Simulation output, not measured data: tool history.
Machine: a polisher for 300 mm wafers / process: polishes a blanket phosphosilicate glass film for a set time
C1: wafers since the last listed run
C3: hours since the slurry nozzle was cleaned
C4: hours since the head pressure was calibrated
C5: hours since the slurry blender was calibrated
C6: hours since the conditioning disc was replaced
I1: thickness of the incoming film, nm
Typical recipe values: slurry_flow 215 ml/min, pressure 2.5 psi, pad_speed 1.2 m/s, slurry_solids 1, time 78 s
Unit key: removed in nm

Run 1, hour 0: usual settings but time 99 s; C1 0; wafers polished on this pad 5877; C3 286.3; C4 592; C5 623.4; C6 444.9; I1 2500.8. Result: removed 691.9 nm.
At hour 4.5: slurry blender recalibrated.
At hour 12.7: worn pad replaced by a new one.
Run 2, hour 47.5: usual settings but slurry_flow 195 ml/min, pressure 3 psi, time 69 s; C1 447; wafers polished on this pad 375; C3 333.8; C4 639.5; C5 43; C6 492.4; I1 2535.1. Result: removed 554.7 nm.
Run 3, hour 111.8: usual settings but slurry_solids 0.75; C1 693; wafers polished on this pad 1068; C3 398.1; C4 703.8; C5 107.3; C6 556.7; I1 2468.3. Result: removed 491.6 nm.
Run 4, hour 136.2: usual settings but slurry_flow 290 ml/min, pressure 3 psi, pad_speed 1.08 m/s, time 62 s; C1 263; wafers polished on this pad 1331; C3 422.5; C4 728.2; C5 131.7; C6 581.1; I1 2502. Result: removed 487.9 nm.
At hour 200.7: conditioning disc replaced and pad reconditioned.
Run 5, hour 201.6: usual settings but slurry_flow 250 ml/min, pressure 2 psi, slurry_solids 0.85; C1 683; wafers polished on this pad 2015; C3 487.9; C4 793.6; C5 197.1; C6 0.9; I1 2495.9. Result: removed 435.8 nm.
Run 6, hour 250.8: usual settings; C1 530; wafers polished on this pad 2546; C3 537.1; C4 842.8; C5 246.3; C6 50.1; I1 2551.3. Result: removed 543.6 nm.
Run 7, hour 314.9: usual settings but slurry_flow 240 ml/min, pressure 3 psi, pad_speed 1.44 m/s, time 99 s; C1 691; wafers polished on this pad 3238; C3 601.2; C4 906.9; C5 310.4; C6 114.2; I1 2502.3. Result: removed 933.7 nm.
At hour 328.4: slurry nozzle cleaned.
Run 8, hour 375.2: usual settings but pressure 2 psi, pad_speed 0.88 m/s, slurry_solids 1.15, time 96 s; C1 639; wafers polished on this pad 3877; C3 46.8; C4 967.2; C5 370.7; C6 174.5; I1 2543. Result: removed 489.6 nm.
Run 9, hour 434.2: usual settings but slurry_solids 0.8; C1 636; wafers polished on this pad 4514; C3 105.8; C4 1026.2; C5 429.7; C6 233.5; I1 2566. Result: removed 499.2 nm.
At hour 453.2: head pressure recalibrated.
Run 10, hour 473.6: usual settings; C1 403; wafers polished on this pad 4917; C3 145.2; C4 20.4; C5 469.1; C6 272.9; I1 2523.7. Result: removed 540.1 nm.
Run 11, hour 510.8: usual settings but slurry_flow 240 ml/min, pad_speed 1.52 m/s; C1 401; wafers polished on this pad 5319; C3 182.4; C4 57.6; C5 506.3; C6 310.1; I1 2521.6. Result: removed 634.3 nm.
At hour 565.6: worn pad replaced by a new one.
At hour 606.9: slurry blender recalibrated.
Run 12, hour 619.5: usual settings but slurry_flow 160 ml/min, pressure 3 psi, slurry_solids 0.9, time 65 s; C1 1107; wafers polished on this pad 560; C3 291.1; C4 166.3; C5 12.6; C6 418.8; I1 2531.7. Result: removed 498.2 nm.
Run 13, hour 658: usual settings but pressure 2.1 psi, pad_speed 0.94 m/s, time 92 s; C1 415; wafers polished on this pad 975; C3 329.6; C4 204.8; C5 51.1; C6 457.3; I1 2550.8. Result: removed 480.2 nm.
Run 14, hour 724.2: usual settings; C1 714; wafers polished on this pad 1689; C3 395.8; C4 271; C5 117.3; C6 523.5; I1 2552.1. Result: removed 549.3 nm.
Run 15, hour 780.3: usual settings but pressure 2.9 psi, pad_speed 1.44 m/s, slurry_solids 1.2, time 55 s; C1 605; wafers polished on this pad 2294; C3 451.9; C4 327.1; C5 173.4; C6 579.6; I1 2567.1. Result: removed 513.6 nm.
Run 16, hour 845.7: usual settings; C1 705; wafers polished on this pad 3000; C3 517.3; C4 392.5; C5 238.8; C6 645; I1 2500.2. Result: removed 548.4 nm.
At hour 856.2: conditioning disc replaced and pad reconditioned.
Run 17, hour 872: usual settings; C1 262; wafers polished on this pad 3262; C3 543.6; C4 418.8; C5 265.1; C6 15.8; I1 2554.8. Result: removed 536.3 nm.
At hour 898.2: slurry nozzle cleaned.
Run 18, hour 921.2: usual settings but slurry_solids 0.9; C1 519; wafers polished on this pad 3782; C3 23; C4 468; C5 314.3; C6 65; I1 2529. Result: removed 530.4 nm.
Run 19, hour 969.4: usual settings but slurry_flow 245 ml/min, time 51 s; C1 519; wafers polished on this pad 4302; C3 71.2; C4 516.2; C5 362.5; C6 113.2; I1 2556.9. Result: removed 370.4 nm.
Run 20, hour 996.1: usual settings but pad_speed 1 m/s, time 87 s; C1 288; wafers polished on this pad 4590; C3 97.9; C4 542.9; C5 389.2; C6 139.9; I1 2518.3. Result: removed 550.5 nm.
Run 21, hour 1036.2: usual settings but pressure 3.2 psi; C1 432; wafers polished on this pad 5023; C3 138; C4 583; C5 429.3; C6 180; I1 2528.3. Result: removed 653.8 nm.
Run 22, hour 1065.6: usual settings but pressure 3 psi, slurry_solids 0.8; C1 317; wafers polished on this pad 5340; C3 167.4; C4 612.4; C5 458.7; C6 209.4; I1 2526.8. Result: removed 589.8 nm.
At hour 1070.9: worn pad replaced by a new one.
Run 23, hour 1130: usual settings but slurry_flow 265 ml/min; C1 651; wafers polished on this pad 637; C3 231.8; C4 676.8; C5 523.1; C6 273.8; I1 2549.9. Result: removed 543.8 nm.
At hour 1149.2: slurry blender recalibrated.
Run 24, hour 1195.9: usual settings but slurry_flow 275 ml/min, pad_speed 1.04 m/s; C1 689; wafers polished on this pad 1327; C3 297.7; C4 742.7; C5 46.7; C6 339.7; I1 2522.6. Result: removed 514.3 nm.
Run 25, hour 1266.1: usual settings; C1 757; wafers polished on this pad 2084; C3 367.9; C4 812.9; C5 116.9; C6 409.9; I1 2545.9. Result: removed 553.6 nm.
Run 26, hour 1320: usual settings; C1 581; wafers polished on this pad 2665; C3 421.8; C4 866.8; C5 170.8; C6 463.8; I1 2486.2. Result: removed 554.6 nm.

Exercise: give the hidden state of the tool at every run:
removal rate lost through wear of the pad, %: 0 on each run
slurry flow missing at the pad, %: 0 on each run
deviation of the head's pressure from its setpoint, %: 0 on each run
abrasive missing from the slurry, %: 0 on each run
time polished since the conditioner stopped cutting, s: 0 on each run
